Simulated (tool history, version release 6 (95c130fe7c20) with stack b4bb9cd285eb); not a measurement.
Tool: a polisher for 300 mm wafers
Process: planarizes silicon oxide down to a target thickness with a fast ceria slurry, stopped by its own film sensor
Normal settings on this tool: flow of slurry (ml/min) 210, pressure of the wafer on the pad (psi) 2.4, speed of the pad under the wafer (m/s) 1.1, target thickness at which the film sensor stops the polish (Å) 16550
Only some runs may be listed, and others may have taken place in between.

| run | hour | flow of slurry (ml/min) | pressure of the wafer on the pad (psi) | speed of the pad under the wafer (m/s) | target thickness at which the film sensor stops the polish (Å) | incoming thickness of the incoming film, nm | time until the film sensor stopped the polish (s) |
|---|---|---|---|---|---|---|---|
| 1 | 0 | 210 | 2.4 | 1.1 | 16550 | 2508.7 | 52.3 |
| 2 | 7.5 | 210 | 2.4 | 1.1 | 16550 | 2599.7 | 57.8 |
|  | 15 | slurry nozzle cleaned |
|  | 23.9 | worn pad replaced by a new one |
| 3 | 37 | 210 | 2.4 | 1.1 | 16550 | 2555.1 | 50.7 |
| 4 | 54.5 | 210 | 2.4 | 1.1 | 16550 | 2584.1 | 52.5 |
| 5 | 77.2 | 210 | 2.4 | 1.1 | 16550 | 2550.8 | 50.3 |
| 6 | 84.5 | 210 | 2.4 | 1.26 | 15430 | 2590.5 | 52.5 |
| 7 | 99 | 210 | 2.4 | 1.26 | 15430 | 2569.6 | 52.8 |
| 8 | 108.9 | 210 | 2.4 | 1.1 | 16550 | 2542.6 | 50.9 |
|  | 120.7 | worn pad replaced by a new one |
| 9 | 121.2 | 210 | 2.4 | 1.1 | 16550 | 2552.8 | 53.9 |
| 10 | 135.6 | 210 | 2.4 | 1.1 | 16550 | 2592.5 | 55.8 |
| 11 | 142.8 | 210 | 2.4 | 1.1 | 16550 | 2545.7 | 51.2 |
| 12 | 158.5 | 210 | 2.4 | 1.1 | 16550 | 2597 | 57.1 |
| 13 | 165.8 | 210 | 2.4 | 1.1 | 16550 | 2601.1 | 55.3 |
| 14 | 174.8 | 210 | 2.4 | 1.1 | 16550 | 2596.5 | 55.4 |
| 15 | 182.7 | 210 | 2.4 | 1.1 | 16550 | 2554.8 | 54 |
|  | 193.2 | worn pad replaced by a new one |
| 16 | 193.7 | 210 | 2.4 | 1.1 | 16550 | 2555 | 51.5 |
| 17 | 200.5 | 210 | 2.4 | 1.1 | 16550 | 2556.9 | 53 |
| 18 | 210 | 210 | 1.7 | 1.1 | 16550 | 2578.3 | 68.9 |
| 19 | 226.3 | 250 | 1.7 | 1.26 | 13910 | 2523.5 | 73 |
| 20 | 243.1 | 150 | 2.1 | 1.2 | 17790 | 2574.4 | 51.7 |
| 21 | 257.4 | 210 | 2.4 | 0.82 | 16550 | 2552.3 | 72.8 |
| 22 | 266.1 | 140 | 1.9 | 0.98 | 14650 | 2507 | 92 |
|  | 268.2 | slurry nozzle cleaned |
|  | 273.9 | worn pad replaced by a new one |
| 23 | 275.3 | 280 | 3 | 1.3 | 16550 | 2558.5 | 34.9 |
| 24 | 292 | 190 | 2.7 | 0.76 | 15290 | 2533.5 | 75.4 |
|  | 300.5 | head pressure recalibrated |
| 25 | 301.4 | 210 | 2.4 | 1.1 | 16550 | 2543.7 | 49.4 |
| 26 | 318.9 | 210 | 2.4 | 1.1 | 16550 | 2523.6 | 48.9 |
| 27 | 334.9 | 155 | 1.8 | 1.1 | 18530 | 2570.6 | 55.1 |
| 28 | 349.5 | 210 | 2.4 | 1.1 | 16550 | 2572.3 | 52.1 |
|  | 353.9 | worn pad replaced by a new one |
| 29 | 365.6 | 210 | 2.4 | 1.1 | 14180 | 2524.3 | 62.3 |
| 30 | 383.3 | 210 | 2 | 1.1 | 15730 | 2592.9 | 68.6 |
| 31 | 399.1 | 255 | 2.4 | 0.9 | 16550 | 2510.3 | 60.1 |

A few steps of time until the film sensor stopped the polish (s) between consecutive runs. Split each: what settings, incoming material and random variation would produce without the hidden state, and what is left over for the hidden state, along with gauge scatter present in only one of the two compared results (measured, and without hidden state):
The tool's hidden condition here consists of: removal rate lost through wear of the pad, %; slurry flow missing at the pad, %; deviation of the head's pressure from its setpoint, %.
Run 2 -> 3: slurry nozzle cleaned, worn pad replaced by a new one. time until the film sensor stopped the polish (s) -7.1: hidden state -4.4, all else -2.7.
Run 21 -> 22: flow of slurry (ml/min) 210 -> 140, pressure of the wafer on the pad (psi) 2.4 -> 1.9, speed of the pad under the wafer (m/s) 0.82 -> 0.98, target thickness at which the film sensor stops the polish (Å) 16550 -> 14650. time until the film sensor stopped the polish (s) +19.2: hidden state +4.8, all else +14.4.
Run 22 -> 23: flow of slurry (ml/min) 140 -> 280, pressure of the wafer on the pad (psi) 1.9 -> 3, speed of the pad under the wafer (m/s) 0.98 -> 1.3, target thickness at which the film sensor stops the polish (Å) 14650 -> 16550, slurry nozzle cleaned, worn pad replaced by a new one. time until the film sensor stopped the polish (s) -57.1: hidden state -10.2, all else -46.9.
Run 23 -> 24: flow of slurry (ml/min) 280 -> 190, pressure of the wafer on the pad (psi) 3 -> 2.7, speed of the pad under the wafer (m/s) 1.3 -> 0.76, target thickness at which the film sensor stops the polish (Å) 16550 -> 15290. time until the film sensor stopped the polish (s) +40.5: hidden state +1.2, all else +39.3.
Run 24 -> 25: flow of slurry (ml/min) 190 -> 210, pressure of the wafer on the pad (psi) 2.7 -> 2.4, speed of the pad under the wafer (m/s) 0.76 -> 1.1, target thickness at which the film sensor stops the polish (Å) 15290 -> 16550, head pressure recalibrated. time until the film sensor stopped the polish (s) -26: hidden state -0.3, all else -25.7.

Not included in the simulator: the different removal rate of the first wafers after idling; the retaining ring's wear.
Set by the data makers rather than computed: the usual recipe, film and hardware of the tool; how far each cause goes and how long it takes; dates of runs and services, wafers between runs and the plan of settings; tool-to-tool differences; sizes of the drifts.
